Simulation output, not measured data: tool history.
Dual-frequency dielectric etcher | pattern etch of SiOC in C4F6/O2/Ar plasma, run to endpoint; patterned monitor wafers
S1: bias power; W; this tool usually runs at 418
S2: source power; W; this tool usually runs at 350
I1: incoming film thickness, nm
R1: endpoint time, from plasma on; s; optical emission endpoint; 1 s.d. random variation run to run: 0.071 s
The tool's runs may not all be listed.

run	hour	S1	S2	I1	R1
1	0.0	418	350	50.3	17.1
2	24.1	418	350	50.0	16.9
3	57.6	418	350	50.4	17.1
4	80.9	418	350	50.5	17.0
5	98.5	418	400	50.7	15.7
# hour 125.4: wet clean of the chamber
6	132.7	418	400	50.7	16.6
7	166.9	378	350	50.8	18.5
8	188.9	378	350	50.3	18.4
9	217.8	378	350	50.5	18.4
10	236.2	442	280	50.3	19.6
# hour 285.8: upper electrode replaced
# hour 288.1: bias power generator calibrated
11	315.7	442	280	49.9	19.4
12	344.4	442	280	50.6	19.6
13	373.2	418	380	50.3	16.5
14	407.8	328	320	50.5	20.3
15	438.1	373	350	50.6	18.1
16	457.4	442	280	50.3	19.3
17	509.0	353	270	49.9	21.3
18	534.4	351	290	50.6	20.6
# hour 547.1: source power generator calibrated
19	564.2	369	310	49.8	19.0
# hour 608.3: wet clean of the chamber
20	608.8	346	400	50.4	17.7
21	686.8	418	350	50.6	17.6
22	701.5	418	350	50.5	17.5
23	732.1	494	260	51.1	20.1
24	761.7	418	270	50.8	20.8

What if the next run were any one of these 3? Each begins from the tool's condition after run 24:
A	762.1	418	420	50.5	?
B	762.1	327	440	50.5	?
C	762.1	363	320	50.5	?

run	R1
A	15.7
B	16.9
C	19.5
Without the tool's unlogged condition, the same runs would have read:
run	R1
A	15.9
B	17.1
C	19.8
